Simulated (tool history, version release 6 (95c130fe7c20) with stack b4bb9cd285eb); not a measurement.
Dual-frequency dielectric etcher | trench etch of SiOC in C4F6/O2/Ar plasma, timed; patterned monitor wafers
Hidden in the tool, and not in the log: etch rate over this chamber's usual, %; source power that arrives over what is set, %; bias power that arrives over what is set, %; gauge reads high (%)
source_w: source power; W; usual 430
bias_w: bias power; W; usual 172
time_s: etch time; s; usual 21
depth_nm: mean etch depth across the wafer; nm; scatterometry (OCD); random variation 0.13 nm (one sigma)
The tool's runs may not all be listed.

| run | hour | source_w | bias_w | time_s | wafers since the last listed run | hours since the last wet clean | hours since the last source power generator calibration | hours since the last bias power generator calibration | hours since the last upper electrode change | hours since the gauge calibration | read-back reference wafer on the same gauge, depth_nm | depth_nm |
|---|---|---|---|---|---|---|---|---|---|---|---|---|
| 1 | 0 | 430 | 198 | 21 | 0 | 143.6 | 831 | 2344.3 | 1273 | 983.2 | 43.63 | 50.92 |
| 2 | 88.9 | 430 | 198 | 21 | 1334 | 232.5 | 919.9 | 2433.2 | 1361.9 | 1072.1 | 43.73 | 50.96 |
| 3 | 163.6 | 430 | 198 | 21 | 1121 | 307.2 | 994.6 | 2507.9 | 1436.6 | 1146.8 | 43.79 | 51.21 |
| 4 | 246.7 | 430 | 172 | 19 | 1247 | 390.3 | 1077.7 | 2591 | 1519.7 | 1229.9 | 43.88 | 44.64 |
| 5 | 351.6 | 430 | 157 | 21 | 1574 | 495.2 | 1182.6 | 2695.9 | 1624.6 | 1334.8 | 43.98 | 48.54 |
|  | 416.3 | wet clean of the chamber |
| 6 | 416.8 | 430 | 204 | 21 | 618 | 0.5 | 1247.8 | 2761.1 | 1689.8 | 1400 | 44.08 | 51.54 |
| 7 | 661.7 | 510 | 172 | 23 | 3675 | 245.4 | 1492.7 | 3006 | 1934.7 | 1644.9 | 44.35 | 56.83 |
| 8 | 700.7 | 510 | 172 | 23 | 585 | 284.4 | 1531.7 | 3045 | 1973.7 | 1683.9 | 44.37 | 56.93 |
|  | 742.5 | gauge calibrated |
| 9 | 745.1 | 510 | 172 | 23 | 666 | 328.8 | 1576.1 | 3089.4 | 2018.1 | 2.6 | 43.22 | 55.39 |
| 10 | 849.3 | 430 | 172 | 21 | 1563 | 433 | 1680.3 | 3193.6 | 2122.3 | 106.8 | 43.24 | 48.67 |
| 11 | 891.7 | 430 | 172 | 21 | 636 | 475.4 | 1722.7 | 3236 | 2164.7 | 149.2 | 43.22 | 48.57 |
|  | 975 | wet clean of the chamber |
| 12 | 979.1 | 430 | 172 | 25 | 951 | 4.1 | 1810.1 | 3323.4 | 2252.1 | 236.6 | 43.26 | 57.99 |
|  | 1041.3 | bias power generator calibrated |
| 13 | 1051.3 | 430 | 172 | 21 | 1023 | 76.3 | 1882.3 | 10 | 2324.3 | 308.8 | 43.3 | 48.79 |
|  | 1105.5 | upper electrode replaced |
| 14 | 1136.9 | 430 | 157 | 21 | 924 | 161.9 | 1967.9 | 95.6 | 31.4 | 394.4 | 43.26 | 47.8 |
| 15 | 1204.2 | 350 | 144 | 17 | 1010 | 229.2 | 2035.2 | 162.9 | 98.7 | 461.7 | 43.32 | 36.33 |
| 16 | 1265.5 | 510 | 158 | 16.5 | 920 | 290.5 | 2096.5 | 224.2 | 160 | 523 | 43.32 | 38.9 |
|  | 1279.3 | source power generator calibrated |
| 17 | 1310 | 370 | 198 | 27.5 | 607 | 335 | 30.7 | 268.7 | 204.5 | 567.5 | 43.33 | 64.38 |
| 18 | 1399.8 | 430 | 130 | 26 | 1347 | 424.8 | 120.5 | 358.5 | 294.3 | 657.3 | 43.42 | 56.91 |
| 19 | 1486.2 | 430 | 172 | 16 | 1296 | 511.2 | 206.9 | 444.9 | 380.7 | 743.7 | 43.43 | 37.1 |
|  | 1563.1 | wet clean of the chamber |
| 20 | 1564.8 | 360 | 172 | 21 | 819 | 1.7 | 285.5 | 523.5 | 459.3 | 822.3 | 43.47 | 47.46 |
| 21 | 1643.1 | 430 | 172 | 21 | 1175 | 80 | 363.8 | 601.8 | 537.6 | 900.6 | 43.57 | 49.02 |
| 22 | 1688.8 | 430 | 172 | 21 | 685 | 125.7 | 409.5 | 647.5 | 583.3 | 946.3 | 43.58 | 49.14 |
| 23 | 1756.2 | 430 | 172 | 24.5 | 1011 | 193.1 | 476.9 | 714.9 | 650.7 | 1013.7 | 43.64 | 57.49 |
| 24 | 1817.3 | 430 | 194 | 21 | 917 | 254.2 | 538 | 776 | 711.8 | 1074.8 | 43.66 | 50.58 |
| 25 | 1859.5 | 430 | 172 | 21 | 633 | 296.4 | 580.2 | 818.2 | 754 | 1117 | 43.75 | 49.3 |
| 26 | 1905.7 | 460 | 172 | 15.5 | 693 | 342.6 | 626.4 | 864.4 | 800.2 | 1163.2 | 43.75 | 36.94 |
| 27 | 2008.7 | 490 | 196 | 16.5 | 1545 | 445.6 | 729.4 | 967.4 | 903.2 | 1266.2 | 43.85 | 41.28 |

Forecast run 28:
| 28 | 2088 | 430 | 143 | 21 | 1190 | 524.9 | 808.7 | 1046.7 | 982.5 | 1345.5 | ? | ? |

Run 28 gave read-back reference wafer on the same gauge, depth_nm 43.87, depth_nm 47.58 nm.
Without the tool's hidden state the same run would have given depth_nm 46.91 nm.
